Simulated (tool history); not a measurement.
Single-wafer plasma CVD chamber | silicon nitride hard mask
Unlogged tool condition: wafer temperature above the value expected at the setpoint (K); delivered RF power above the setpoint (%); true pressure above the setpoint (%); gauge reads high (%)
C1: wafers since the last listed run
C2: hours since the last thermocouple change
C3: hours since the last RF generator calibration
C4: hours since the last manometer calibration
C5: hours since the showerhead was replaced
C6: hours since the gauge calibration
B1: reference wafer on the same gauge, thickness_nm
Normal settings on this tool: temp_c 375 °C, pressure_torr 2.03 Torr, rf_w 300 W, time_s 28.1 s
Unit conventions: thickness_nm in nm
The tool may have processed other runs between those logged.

run 1 hour=0.0 | temp_c=375 pressure_torr=2.03 rf_w=300 time_s=28.1 | C1=0 C2=937.3 C3=569.8 C4=533.3 C5=4201.7 C6=943.2 | B1=29.906 | thickness_nm=36.646
run 2 hour=92.7 | temp_c=375 pressure_torr=2.03 rf_w=300 time_s=28.1 | C1=2468 C2=1030.0 C3=662.5 C4=626.0 C5=4294.4 C6=1035.9 | B1=29.900 | thickness_nm=36.435
run 3 hour=162.7 | temp_c=375 pressure_torr=2.03 rf_w=300 time_s=28.1 | C1=1864 C2=1100.0 C3=732.5 C4=696.0 C5=4364.4 C6=1105.9 | B1=29.887 | thickness_nm=36.396
run 4 hour=265.7 | temp_c=375 pressure_torr=1.64 rf_w=300 time_s=28.1 | C1=2743 C2=1203.0 C3=835.5 C4=799.0 C5=4467.4 C6=1208.9 | B1=29.901 | thickness_nm=34.708
run 5 hour=347.5 | temp_c=375 pressure_torr=1.64 rf_w=300 time_s=28.1 | C1=2178 C2=1284.8 C3=917.3 C4=880.8 C5=4549.2 C6=1290.7 | B1=29.879 | thickness_nm=34.631
run 6 hour=402.3 | temp_c=375 pressure_torr=1.64 rf_w=300 time_s=28.1 | C1=1459 C2=1339.6 C3=972.1 C4=935.6 C5=4604.0 C6=1345.5 | B1=29.894 | thickness_nm=34.499
run 7 hour=471.0 | temp_c=375 pressure_torr=2.03 rf_w=300 time_s=28.1 | C1=1829 C2=1408.3 C3=1040.8 C4=1004.3 C5=4672.7 C6=1414.2 | B1=29.887 | thickness_nm=36.109
run 8 hour=555.9 | temp_c=371 pressure_torr=2.27 rf_w=300 time_s=28.1 | C1=2261 C2=1493.2 C3=1125.7 C4=1089.2 C5=4757.6 C6=1499.1 | B1=29.902 | thickness_nm=36.953
-- hour=580.2 RF generator calibrated
run 9 hour=607.0 | temp_c=371 pressure_torr=2.27 rf_w=300 time_s=28.1 | C1=1147 C2=1544.3 C3=26.8 C4=1140.3 C5=4808.7 C6=1550.2 | B1=29.896 | thickness_nm=36.437
-- hour=649.5 capacitance manometer re-zeroed and calibrated
run 10 hour=677.9 | temp_c=371 pressure_torr=2.27 rf_w=300 time_s=28.1 | C1=1675 C2=1615.2 C3=97.7 C4=28.4 C5=4879.6 C6=1621.1 | B1=29.885 | thickness_nm=36.332
-- hour=713.2 gauge calibrated
run 11 hour=833.4 | temp_c=375 pressure_torr=2.03 rf_w=300 time_s=28.1 | C1=4141 C2=1770.7 C3=253.2 C4=183.9 C5=5035.1 C6=120.2 | B1=29.891 | thickness_nm=35.361
-- hour=852.4 showerhead replaced
run 12 hour=886.4 | temp_c=375 pressure_torr=2.03 rf_w=300 time_s=28.1 | C1=1198 C2=1823.7 C3=306.2 C4=236.9 C5=34.0 C6=173.2 | B1=29.883 | thickness_nm=35.473
-- hour=909.5 thermocouple changed; heater temperature recalibrated
run 13 hour=948.0 | temp_c=375 pressure_torr=2.03 rf_w=300 time_s=28.1 | C1=1427 C2=38.5 C3=367.8 C4=298.5 C5=95.6 C6=234.8 | B1=29.907 | thickness_nm=35.464
run 14 hour=1021.4 | temp_c=375 pressure_torr=2.03 rf_w=300 time_s=28.1 | C1=1954 C2=111.9 C3=441.2 C4=371.9 C5=169.0 C6=308.2 | B1=29.879 | thickness_nm=35.545
-- hour=1037.9 RF generator calibrated, repeated, since the last time left the tool worse
run 15 hour=1085.0 | temp_c=375 pressure_torr=2.31 rf_w=270 time_s=28.1 | C1=1480 C2=175.5 C3=47.1 C4=435.5 C5=232.6 C6=371.8 | B1=29.913 | thickness_nm=36.355
run 16 hour=1137.2 | temp_c=375 pressure_torr=2.03 rf_w=300 time_s=28.1 | C1=1390 C2=227.7 C3=99.3 C4=487.7 C5=284.8 C6=424.0 | B1=29.900 | thickness_nm=36.644
run 17 hour=1242.4 | temp_c=375 pressure_torr=2.03 rf_w=300 time_s=28.1 | C1=2801 C2=332.9 C3=204.5 C4=592.9 C5=390.0 C6=529.2 | B1=29.906 | thickness_nm=36.567
run 18 hour=1301.4 | temp_c=375 pressure_torr=2.03 rf_w=300 time_s=31.5 | C1=1571 C2=391.9 C3=263.5 C4=651.9 C5=449.0 C6=588.2 | B1=29.877 | thickness_nm=40.977
run 19 hour=1339.5 | temp_c=375 pressure_torr=2.27 rf_w=270 time_s=28.1 | C1=1014 C2=430.0 C3=301.6 C4=690.0 C5=487.1 C6=626.3 | B1=29.898 | thickness_nm=36.362
run 20 hour=1413.5 | temp_c=375 pressure_torr=2.03 rf_w=300 time_s=28.1 | C1=1970 C2=504.0 C3=375.6 C4=764.0 C5=561.1 C6=700.3 | B1=29.902 | thickness_nm=36.314
run 21 hour=1456.8 | temp_c=375 pressure_torr=2.03 rf_w=300 time_s=28.1 | C1=1153 C2=547.3 C3=418.9 C4=807.3 C5=604.4 C6=743.6 | B1=29.902 | thickness_nm=36.637
run 22 hour=1541.5 | temp_c=375 pressure_torr=2.03 rf_w=300 time_s=28.1 | C1=2255 C2=632.0 C3=503.6 C4=892.0 C5=689.1 C6=828.3 | B1=29.915 | thickness_nm=36.617
run 23 hour=1614.7 | temp_c=375 pressure_torr=1.78 rf_w=300 time_s=28.1 | C1=1949 C2=705.2 C3=576.8 C4=965.2 C5=762.3 C6=901.5 | B1=29.885 | thickness_nm=35.352
run 24 hour=1656.0 | temp_c=371 pressure_torr=2.03 rf_w=300 time_s=28.1 | C1=1099 C2=746.5 C3=618.1 C4=1006.5 C5=803.6 C6=942.8 | B1=29.905 | thickness_nm=36.572
run 25 hour=1707.3 | temp_c=375 pressure_torr=2.03 rf_w=250 time_s=28.1 | C1=1366 C2=797.8 C3=669.4 C4=1057.8 C5=854.9 C6=994.1 | B1=29.913 | thickness_nm=34.264
run 26 hour=1790.4 | temp_c=381 pressure_torr=2.03 rf_w=265 time_s=28.1 | C1=2213 C2=880.9 C3=752.5 C4=1140.9 C5=938.0 C6=1077.2 | B1=29.886 | thickness_nm=34.778
-- hour=1892.1 capacitance manometer re-zeroed and calibrated
run 27 hour=1892.6 | temp_c=375 pressure_torr=2.03 rf_w=300 time_s=28.1 | C1=2508 C2=983.1 C3=854.7 C4=0.5 C5=1040.2 C6=1179.4 | B1=29.911 | thickness_nm=36.195
run 28 hour=1935.2 | temp_c=375 pressure_torr=1.80 rf_w=260 time_s=28.1 | C1=1134 C2=1025.7 C3=897.3 C4=43.1 C5=1082.8 C6=1222.0 | B1=29.910 | thickness_nm=33.649
run 29 hour=2007.2 | temp_c=375 pressure_torr=2.03 rf_w=265 time_s=28.1 | C1=1917 C2=1097.7 C3=969.3 C4=115.1 C5=1154.8 C6=1294.0 | B1=29.903 | thickness_nm=34.530

Branching from run 29: 3 alternative next runs. What would each branch give?
run A hour=2007.6 | temp_c=375 pressure_torr=1.67 rf_w=300 time_s=28.1 | C1=10 C2=1098.1 C3=969.7 C4=115.5 C5=1155.2 C6=1294.4 | B1=? | thickness_nm=?
run B hour=2007.6 | temp_c=375 pressure_torr=2.03 rf_w=355 time_s=28.1 | C1=10 C2=1098.1 C3=969.7 C4=115.5 C5=1155.2 C6=1294.4 | B1=? | thickness_nm=?
run C hour=2007.6 | temp_c=364 pressure_torr=2.03 rf_w=330 time_s=28.1 | C1=10 C2=1098.1 C3=969.7 C4=115.5 C5=1155.2 C6=1294.4 | B1=? | thickness_nm=?

run=A B1=29.890 thickness_nm=34.608
run=B B1=29.890 thickness_nm=38.304
run=C B1=29.890 thickness_nm=37.524
With no hidden state in the tool, these same runs would have given:
run=A thickness_nm=35.179
run=B thickness_nm=38.917
run=C thickness_nm=38.124

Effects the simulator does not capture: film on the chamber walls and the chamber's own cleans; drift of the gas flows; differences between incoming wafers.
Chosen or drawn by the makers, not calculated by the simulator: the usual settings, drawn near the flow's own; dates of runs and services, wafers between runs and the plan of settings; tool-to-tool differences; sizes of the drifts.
